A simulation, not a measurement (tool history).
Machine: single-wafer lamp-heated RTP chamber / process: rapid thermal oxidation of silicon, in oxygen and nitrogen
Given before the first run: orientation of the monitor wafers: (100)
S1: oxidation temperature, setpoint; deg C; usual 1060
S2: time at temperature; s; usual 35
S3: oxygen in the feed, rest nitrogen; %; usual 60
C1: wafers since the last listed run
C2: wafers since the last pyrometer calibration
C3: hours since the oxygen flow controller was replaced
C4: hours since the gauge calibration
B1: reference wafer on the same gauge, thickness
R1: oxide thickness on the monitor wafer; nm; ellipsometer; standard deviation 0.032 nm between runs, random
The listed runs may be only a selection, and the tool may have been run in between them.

{"run": 1, "hour": 0.0, "S1": 1044, "S2": 35, "S3": 60, "C1": 0, "C2": 5519, "C3": 3346.3, "C4": 656.3, "B1": 5.833, "R1": 5.396}
{"run": 2, "hour": 46.7, "S1": 1060, "S2": 35, "S3": 60, "C1": 726, "C2": 6245, "C3": 3393.0, "C4": 703.0, "B1": 5.832, "R1": 6.088}
{"hour": 102.4, "done": "pyrometer window cleaned and pyrometer calibrated"}
{"run": 3, "hour": 171.9, "S1": 1041, "S2": 35, "S3": 60, "C1": 1823, "C2": 1080, "C3": 3518.2, "C4": 828.2, "B1": 5.834, "R1": 5.021}
{"run": 4, "hour": 229.1, "S1": 1070, "S2": 35, "S3": 60, "C1": 889, "C2": 1970, "C3": 3575.4, "C4": 885.4, "B1": 5.818, "R1": 6.199}
{"run": 5, "hour": 324.2, "S1": 1070, "S2": 35, "S3": 60, "C1": 1479, "C2": 3450, "C3": 3670.5, "C4": 980.5, "B1": 5.827, "R1": 6.214}
{"run": 6, "hour": 373.9, "S1": 1060, "S2": 35, "S3": 60, "C1": 773, "C2": 4223, "C3": 3720.2, "C4": 1030.2, "B1": 5.846, "R1": 5.865}
{"hour": 478.0, "done": "pyrometer window cleaned and pyrometer calibrated"}
{"run": 7, "hour": 538.0, "S1": 1060, "S2": 35, "S3": 60, "C1": 2428, "C2": 933, "C3": 3884.3, "C4": 1194.3, "B1": 5.839, "R1": 5.685}
{"run": 8, "hour": 597.0, "S1": 1060, "S2": 35, "S3": 60, "C1": 917, "C2": 1851, "C3": 3943.3, "C4": 1253.3, "B1": 5.824, "R1": 5.736}
{"run": 9, "hour": 666.1, "S1": 1060, "S2": 35, "S3": 60, "C1": 1075, "C2": 2926, "C3": 4012.4, "C4": 1322.4, "B1": 5.838, "R1": 5.792}
{"hour": 705.9, "done": "gauge calibrated"}
{"run": 10, "hour": 736.7, "S1": 1060, "S2": 48, "S3": 60, "C1": 1098, "C2": 4024, "C3": 4083.0, "C4": 30.8, "B1": 5.829, "R1": 6.659}
{"run": 11, "hour": 828.8, "S1": 1060, "S2": 48, "S3": 60, "C1": 1432, "C2": 5457, "C3": 4175.1, "C4": 122.9, "B1": 5.833, "R1": 6.786}
{"hour": 850.3, "done": "pyrometer window cleaned and pyrometer calibrated"}
{"run": 12, "hour": 900.1, "S1": 1060, "S2": 48, "S3": 60, "C1": 984, "C2": 775, "C3": 4246.4, "C4": 194.2, "B1": 5.826, "R1": 6.464}
{"hour": 1097.2, "done": "oxygen flow controller replaced"}
{"run": 13, "hour": 1164.9, "S1": 1074, "S2": 20, "S3": 76, "C1": 3995, "C2": 4770, "C3": 67.7, "C4": 459.0, "B1": 5.836, "R1": 5.562}
{"hour": 1206.0, "done": "pyrometer window cleaned and pyrometer calibrated"}
{"run": 14, "hour": 1226.6, "S1": 1060, "S2": 35, "S3": 60, "C1": 835, "C2": 320, "C3": 129.4, "C4": 520.7, "B1": 5.808, "R1": 5.56}
{"run": 15, "hour": 1315.3, "S1": 1082, "S2": 35, "S3": 51, "C1": 1380, "C2": 1700, "C3": 218.1, "C4": 609.4, "B1": 5.821, "R1": 6.226}
{"run": 16, "hour": 1384.9, "S1": 1036, "S2": 21, "S3": 71, "C1": 1082, "C2": 2783, "C3": 287.7, "C4": 679.0, "B1": 5.833, "R1": 4.212}
{"run": 17, "hour": 1475.4, "S1": 1060, "S2": 35, "S3": 60, "C1": 1408, "C2": 4191, "C3": 378.2, "C4": 769.5, "B1": 5.813, "R1": 5.876}
{"run": 18, "hour": 1564.3, "S1": 1032, "S2": 19, "S3": 60, "C1": 1383, "C2": 5574, "C3": 467.1, "C4": 858.4, "B1": 5.838, "R1": 3.834}
{"hour": 1615.1, "done": "pyrometer window cleaned and pyrometer calibrated"}
{"run": 19, "hour": 1668.4, "S1": 1046, "S2": 29, "S3": 79, "C1": 1495, "C2": 829, "C3": 571.2, "C4": 962.5, "B1": 5.835, "R1": 5.247}
{"run": 20, "hour": 1710.7, "S1": 1060, "S2": 35, "S3": 60, "C1": 658, "C2": 1487, "C3": 613.5, "C4": 1004.8, "B1": 5.814, "R1": 5.678}
{"run": 21, "hour": 1778.8, "S1": 1051, "S2": 35, "S3": 84, "C1": 1059, "C2": 2547, "C3": 681.6, "C4": 1072.9, "B1": 5.827, "R1": 6.086}
{"run": 22, "hour": 1822.9, "S1": 1034, "S2": 35, "S3": 76, "C1": 686, "C2": 3233, "C3": 725.7, "C4": 1117.0, "B1": 5.828, "R1": 5.289}
{"run": 23, "hour": 1897.5, "S1": 1060, "S2": 35, "S3": 60, "C1": 1160, "C2": 4393, "C3": 800.3, "C4": 1191.6, "B1": 5.811, "R1": 5.872}
{"hour": 1976.1, "done": "pyrometer window cleaned and pyrometer calibrated"}
{"run": 24, "hour": 1976.6, "S1": 1060, "S2": 27, "S3": 49, "C1": 1106, "C2": 8, "C3": 879.4, "C4": 1270.7, "B1": 5.815, "R1": 4.66}
{"run": 25, "hour": 2046.3, "S1": 1042, "S2": 28, "S3": 35, "C1": 1084, "C2": 1092, "C3": 949.1, "C4": 1340.4, "B1": 5.825, "R1": 3.82}

Hidden condition of the tool, last listed run before each entry between runs versus first listed run after:
Run 2 -> run 3: pyrometer window cleaned and pyrometer calibrated (hour 102.4)
  true wafer temperature minus pyrometer reading, K: 11.9 -> 2.62
  measured minus no-state result, R1: +0.463 -> +0.088 nm
Run 6 -> run 7: pyrometer window cleaned and pyrometer calibrated (hour 478.0)
  true wafer temperature minus pyrometer reading, K: 7.55 -> 1.71
  measured minus no-state result, R1: +0.286 -> +0.065 nm
Run 9 -> run 10: gauge calibrated (hour 705.9)
  true wafer temperature minus pyrometer reading, K: 4.84 -> 6.56
  measured minus no-state result, R1: +0.183 -> +0.285 nm
Run 11 -> run 12: pyrometer window cleaned and pyrometer calibrated (hour 850.3)
  true wafer temperature minus pyrometer reading, K: 8.81 -> 2.51
  measured minus no-state result, R1: +0.387 -> +0.107 nm
Run 12 -> run 13: oxygen flow controller replaced (hour 1097.2)
  true wafer temperature minus pyrometer reading, K: 2.51 -> 8.98
  measured minus no-state result, R1: +0.107 -> +0.314 nm
Run 13 -> run 14: pyrometer window cleaned and pyrometer calibrated (hour 1206.0)
  true wafer temperature minus pyrometer reading, K: 8.98 -> 0.613
  measured minus no-state result, R1: +0.314 -> +0.023 nm
Run 18 -> run 19: pyrometer window cleaned and pyrometer calibrated (hour 1615.1)
  true wafer temperature minus pyrometer reading, K: 8.86 -> 2.61
  measured minus no-state result, R1: +0.210 -> +0.092 nm
Run 23 -> run 24: pyrometer window cleaned and pyrometer calibrated (hour 1976.1)
  true wafer temperature minus pyrometer reading, K: 8.21 -> 0.405
  measured minus no-state result, R1: +0.311 -> +0.012 nm

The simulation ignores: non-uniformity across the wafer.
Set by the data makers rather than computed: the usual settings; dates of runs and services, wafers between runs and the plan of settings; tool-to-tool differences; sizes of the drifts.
